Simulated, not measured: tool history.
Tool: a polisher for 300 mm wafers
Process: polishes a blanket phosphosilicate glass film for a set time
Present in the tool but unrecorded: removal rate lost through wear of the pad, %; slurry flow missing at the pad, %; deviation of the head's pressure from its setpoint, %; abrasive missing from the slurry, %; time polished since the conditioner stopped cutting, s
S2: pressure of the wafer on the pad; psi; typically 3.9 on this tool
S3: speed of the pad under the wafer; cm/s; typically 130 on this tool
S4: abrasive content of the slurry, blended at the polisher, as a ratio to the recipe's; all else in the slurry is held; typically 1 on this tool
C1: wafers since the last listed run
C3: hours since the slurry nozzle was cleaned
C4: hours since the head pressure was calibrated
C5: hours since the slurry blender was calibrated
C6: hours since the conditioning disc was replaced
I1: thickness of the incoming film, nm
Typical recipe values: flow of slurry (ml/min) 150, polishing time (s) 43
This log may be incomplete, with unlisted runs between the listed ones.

run 1 hour=0 | flow_of_slurry_(ml/min)=150 S2=3.9 S3=120 S4=1 polishing_time_(s)=43 | C1=0 wafers_polished_on_this_pad=1674 C3=118.3 C4=213.2 C5=324.3 C6=90.2 | I1=2295.6 | film_removed_(nm)=457.4
-- hour=7.4 slurry blender recalibrated
run 2 hour=51.9 | flow_of_slurry_(ml/min)=150 S2=3.9 S3=144 S4=1 polishing_time_(s)=43 | C1=359 wafers_polished_on_this_pad=2034 C3=170.2 C4=265.1 C5=44.5 C6=142.1 | I1=2267.9 | film_removed_(nm)=527.4
-- hour=92.9 worn pad replaced by a new one
run 3 hour=99.2 | flow_of_slurry_(ml/min)=150 S2=3.9 S3=144 S4=1 polishing_time_(s)=43 | C1=312 wafers_polished_on_this_pad=45 C3=217.5 C4=312.4 C5=91.8 C6=189.4 | I1=2273.7 | film_removed_(nm)=530.2
run 4 hour=158.1 | flow_of_slurry_(ml/min)=150 S2=3.1 S3=130 S4=1 polishing_time_(s)=43 | C1=424 wafers_polished_on_this_pad=469 C3=276.4 C4=371.3 C5=150.7 C6=248.3 | I1=2255.2 | film_removed_(nm)=414.4
run 5 hour=186.4 | flow_of_slurry_(ml/min)=150 S2=4.2 S3=130 S4=1 polishing_time_(s)=43 | C1=204 wafers_polished_on_this_pad=673 C3=304.7 C4=399.6 C5=179 C6=276.6 | I1=2272.3 | film_removed_(nm)=521.9
-- hour=202.8 conditioning disc replaced and pad reconditioned
run 6 hour=231.2 | flow_of_slurry_(ml/min)=150 S2=4.2 S3=130 S4=1 polishing_time_(s)=43 | C1=308 wafers_polished_on_this_pad=982 C3=349.5 C4=444.4 C5=223.8 C6=28.4 | I1=2283.2 | film_removed_(nm)=526.5
run 7 hour=259.4 | flow_of_slurry_(ml/min)=150 S2=3.9 S3=130 S4=1 polishing_time_(s)=36 | C1=203 wafers_polished_on_this_pad=1185 C3=377.7 C4=472.6 C5=252 C6=56.6 | I1=2274.6 | film_removed_(nm)=414.2
run 8 hour=310.9 | flow_of_slurry_(ml/min)=150 S2=3.9 S3=130 S4=1 polishing_time_(s)=36 | C1=371 wafers_polished_on_this_pad=1556 C3=429.2 C4=524.1 C5=303.5 C6=108.1 | I1=2260 | film_removed_(nm)=425.3
-- hour=313 head pressure recalibrated
-- hour=327.4 slurry nozzle cleaned
-- hour=336.3 slurry blender recalibrated
-- hour=352.7 worn pad replaced by a new one
run 9 hour=369.5 | flow_of_slurry_(ml/min)=150 S2=3.9 S3=130 S4=1 polishing_time_(s)=36 | C1=357 wafers_polished_on_this_pad=121 C3=42.1 C4=56.5 C5=33.2 C6=166.7 | I1=2211.3 | film_removed_(nm)=414.7
run 10 hour=420.4 | flow_of_slurry_(ml/min)=185 S2=3.9 S3=130 S4=0.85 polishing_time_(s)=49 | C1=366 wafers_polished_on_this_pad=488 C3=93 C4=107.4 C5=84.1 C6=217.6 | I1=2234.7 | film_removed_(nm)=539
run 11 hour=458.7 | flow_of_slurry_(ml/min)=150 S2=3.9 S3=120 S4=1 polishing_time_(s)=43 | C1=276 wafers_polished_on_this_pad=764 C3=131.3 C4=145.7 C5=122.4 C6=255.9 | I1=2269.4 | film_removed_(nm)=472.2
run 12 hour=508.5 | flow_of_slurry_(ml/min)=175 S2=3.1 S3=130 S4=1 polishing_time_(s)=36 | C1=359 wafers_polished_on_this_pad=1123 C3=181.1 C4=195.5 C5=172.2 C6=305.7 | I1=2246.7 | film_removed_(nm)=366.6
-- hour=515.3 conditioning disc replaced and pad reconditioned
run 13 hour=542.1 | flow_of_slurry_(ml/min)=150 S2=3.9 S3=130 S4=1 polishing_time_(s)=43 | C1=227 wafers_polished_on_this_pad=1351 C3=214.7 C4=229.1 C5=205.8 C6=26.8 | I1=2230.4 | film_removed_(nm)=496.5
run 14 hour=609.1 | flow_of_slurry_(ml/min)=175 S2=3.5 S3=166 S4=1.1 polishing_time_(s)=43 | C1=483 wafers_polished_on_this_pad=1834 C3=281.7 C4=296.1 C5=272.8 C6=93.8 | I1=2205.6 | film_removed_(nm)=581.1
-- hour=631.1 worn pad replaced by a new one
-- hour=652.1 slurry blender recalibrated
run 15 hour=670.6 | flow_of_slurry_(ml/min)=185 S2=4.5 S3=102 S4=1 polishing_time_(s)=43 | C1=400 wafers_polished_on_this_pad=270 C3=343.2 C4=357.6 C5=18.5 C6=155.3 | I1=2224.3 | film_removed_(nm)=467.6
run 16 hour=710.5 | flow_of_slurry_(ml/min)=150 S2=3.9 S3=130 S4=1 polishing_time_(s)=43 | C1=287 wafers_polished_on_this_pad=558 C3=383.1 C4=397.5 C5=58.4 C6=195.2 | I1=2265.6 | film_removed_(nm)=500.9
-- hour=743.2 slurry nozzle cleaned
run 17 hour=750.5 | flow_of_slurry_(ml/min)=150 S2=3.9 S3=130 S4=1.1 polishing_time_(s)=54 | C1=281 wafers_polished_on_this_pad=839 C3=7.3 C4=437.5 C5=98.4 C6=235.2 | I1=2255.2 | film_removed_(nm)=646.2
-- hour=774.2 conditioning disc replaced and pad reconditioned
run 18 hour=800.6 | flow_of_slurry_(ml/min)=150 S2=2.5 S3=168 S4=1.15 polishing_time_(s)=33 | C1=346 wafers_polished_on_this_pad=1186 C3=57.4 C4=487.6 C5=148.5 C6=26.4 | I1=2282.2 | film_removed_(nm)=358.3
-- hour=836.7 head pressure recalibrated
run 19 hour=842.1 | flow_of_slurry_(ml/min)=180 S2=4.5 S3=130 S4=0.75 polishing_time_(s)=53 | C1=284 wafers_polished_on_this_pad=1470 C3=98.9 C4=5.4 C5=190 C6=67.9 | I1=2227.9 | film_removed_(nm)=610.1
run 20 hour=909.1 | flow_of_slurry_(ml/min)=150 S2=3.2 S3=130 S4=1 polishing_time_(s)=43 | C1=483 wafers_polished_on_this_pad=1953 C3=165.9 C4=72.4 C5=257 C6=134.9 | I1=2250.8 | film_removed_(nm)=432.7
-- hour=921.7 slurry blender recalibrated
run 21 hour=937.3 | flow_of_slurry_(ml/min)=150 S2=3.9 S3=130 S4=1 polishing_time_(s)=43 | C1=188 wafers_polished_on_this_pad=2142 C3=194.1 C4=100.6 C5=15.6 C6=163.1 | I1=2234.3 | film_removed_(nm)=492
-- hour=966.9 worn pad replaced by a new one
run 22 hour=1004.5 | flow_of_slurry_(ml/min)=180 S2=4.5 S3=130 S4=0.75 polishing_time_(s)=53 | C1=455 wafers_polished_on_this_pad=270 C3=261.3 C4=167.8 C5=82.8 C6=230.3 | I1=2287.6 | film_removed_(nm)=601
run 23 hour=1058.1 | flow_of_slurry_(ml/min)=150 S2=3.9 S3=130 S4=1 polishing_time_(s)=54 | C1=386 wafers_polished_on_this_pad=657 C3=314.9 C4=221.4 C5=136.4 C6=283.9 | I1=2218.2 | film_removed_(nm)=615.2
-- hour=1080.5 conditioning disc replaced and pad reconditioned
run 24 hour=1089.8 | flow_of_slurry_(ml/min)=150 S2=5.3 S3=108 S4=1 polishing_time_(s)=43 | C1=214 wafers_polished_on_this_pad=871 C3=346.6 C4=253.1 C5=168.1 C6=9.3 | I1=2280.5 | film_removed_(nm)=541
run 25 hour=1127 | flow_of_slurry_(ml/min)=150 S2=4.7 S3=154 S4=0.85 polishing_time_(s)=43 | C1=268 wafers_polished_on_this_pad=1139 C3=383.8 C4=290.3 C5=205.3 C6=46.5 | I1=2243.9 | film_removed_(nm)=610.6
run 26 hour=1166.9 | flow_of_slurry_(ml/min)=150 S2=3.9 S3=130 S4=1 polishing_time_(s)=36 | C1=287 wafers_polished_on_this_pad=1427 C3=423.7 C4=330.2 C5=245.2 C6=86.4 | I1=2238.4 | film_removed_(nm)=425.5

Run-by-run hidden state of the tool:
removal rate lost through wear of the pad, %: 0 in every run
slurry flow missing at the pad, %: 0 in every run
deviation of the head's pressure from its setpoint, %: 0 in every run
abrasive missing from the slurry, %: 0 in every run
time polished since the conditioner stopped cutting, s: 0 in every run

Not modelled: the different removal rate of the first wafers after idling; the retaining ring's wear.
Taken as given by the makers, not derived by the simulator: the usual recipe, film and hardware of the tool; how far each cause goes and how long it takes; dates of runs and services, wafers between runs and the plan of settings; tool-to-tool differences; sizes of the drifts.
